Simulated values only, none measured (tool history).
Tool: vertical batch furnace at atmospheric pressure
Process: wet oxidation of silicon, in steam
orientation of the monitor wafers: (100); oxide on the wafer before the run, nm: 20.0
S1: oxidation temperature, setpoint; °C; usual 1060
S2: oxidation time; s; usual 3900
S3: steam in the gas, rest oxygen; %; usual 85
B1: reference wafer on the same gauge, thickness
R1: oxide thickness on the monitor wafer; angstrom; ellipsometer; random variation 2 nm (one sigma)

run	hour	S1	S2	S3	B1	R1
1	0.0	1060	3900	85	419.56	5058.0
2	12.2	1060	2760	78	418.63	3916.6
3	47.7	1060	2760	78	418.69	3943.3
4	73.9	1044	3900	82	419.41	4568.0
5	94.7	1044	3900	82	419.36	4605.7
6	109.8	1044	3900	82	419.20	4572.7
7	139.1	1060	3120	85	419.53	4436.0
8	168.9	1060	3120	85	420.24	4481.7
9	204.6	1060	3900	85	419.94	5078.0
10	221.1	1060	3900	85	420.05	5052.8
11	234.3	1060	3900	85	421.13	5063.5
12	260.8	1060	3900	85	421.68	5116.5
13	289.3	1060	3900	85	421.08	5108.5
14	303.3	1060	3900	89	421.20	5199.0
15	319.5	1060	3900	94	420.79	5410.0
16	344.4	1060	3900	80	422.31	4912.2
17	373.7	1060	3900	85	421.92	5117.1
# hour 416.4: steam generator serviced
18	416.9	1060	3900	85	422.03	5126.4
19	429.5	1060	2430	85	422.01	3851.0
20	460.0	1080	2190	76	423.15	3765.6
# hour 510.2: thermocouples replaced and temperature profile calibrated
21	510.7	1060	3900	80	423.52	4901.7
22	515.4	1060	3900	94	422.63	5419.5
23	550.0	1060	3900	90	423.29	5288.4
24	584.2	1060	2430	85	423.74	3857.3
25	610.6	1060	3900	85	424.16	5106.8
26	623.1	1060	2340	85	424.23	3778.9
27	636.8	1060	3900	85	423.86	5135.8

Forecast run 28:
# hour 663.3: gauge calibrated
28	664.2	1046	5580	85	?	?

Run 28 gave B1 416.29, R1 5811.6 angstrom.
Without the tool's hidden state the same run would have given R1 5819.0 angstrom.

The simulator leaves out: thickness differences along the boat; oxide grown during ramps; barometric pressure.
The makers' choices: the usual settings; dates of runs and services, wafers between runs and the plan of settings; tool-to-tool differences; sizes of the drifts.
